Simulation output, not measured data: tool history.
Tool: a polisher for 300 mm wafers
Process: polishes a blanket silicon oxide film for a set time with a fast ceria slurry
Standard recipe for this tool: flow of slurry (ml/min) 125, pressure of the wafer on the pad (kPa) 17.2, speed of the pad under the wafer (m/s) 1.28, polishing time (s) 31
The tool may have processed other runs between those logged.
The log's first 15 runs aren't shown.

run	day	flow of slurry (ml/min)	pressure of the wafer on the pad (kPa)	speed of the pad under the wafer (m/s)	polishing time (s)	incoming thickness of the incoming film, nm	film removed (nm)
16	7.45	125	17.2	1.4	31	1593.8	561.9
17	7.983	125	17.2	1.28	31	1574.7	512.4
18	8.325	125	17.2	1.28	31	1597.5	510.7
19	8.938	125	17.2	1.28	31	1581.5	508.7
20	9.375	160	17.2	1.28	31	1611.2	546.5
# day 9.783: slurry nozzle cleaned
21	9.992	105	19.3	1.28	31	1572.3	545.1
# day 10.162: worn pad replaced by a new one
22	10.246	150	12.4	1.28	31	1589.6	397.8
23	10.933	125	17.2	0.9	20	1585.1	233.9
24	11.283	85	17.2	1	37	1578.7	437.8
25	11.804	125	13.8	0.9	31	1596.4	297.9
26	12.371	125	18.6	1.28	38	1606.3	679.3
27	13.088	125	17.2	1.28	31	1575.7	516.7
28	13.725	110	17.2	1.28	31	1611.6	496
# day 14.167: worn pad replaced by a new one
29	15.162	145	13.8	0.88	26	1604.5	248.5
30	15.942	110	22.1	1.7	22	1587.8	597
31	16.3	125	17.2	1.42	41	1575.2	746.9
32	16.738	90	19.3	1.28	25	1569.2	410.2
33	17.029	125	20	1.7	31	1562.9	774
34	17.354	125	17.2	1.28	31	1588.7	512.3
35	17.996	170	22.8	1.44	36	1613.6	912.8
36	18.671	155	11.7	1.28	27	1588.4	321.6
# day 19.071: worn pad replaced by a new one
37	19.092	125	17.2	1.28	35	1594.8	585.2
38	19.721	80	17.2	1.28	23	1581.2	340.7

Predict each of these 3 candidate next runs independently; none follows another, all start after run 38:
A	19.738	125	17.2	1.28	28	1602.3	?
B	19.738	95	17.2	1.28	31	1602.3	?
C	19.738	155	22.8	1.16	42	1602.3	?

run	film removed (nm)
A	471.6
B	489.7
C	859.8
Take away the tool's hidden state, keep each run's random variation, and the runs would have read:
run	film removed (nm)
A	471.6
B	489.7
C	859.8
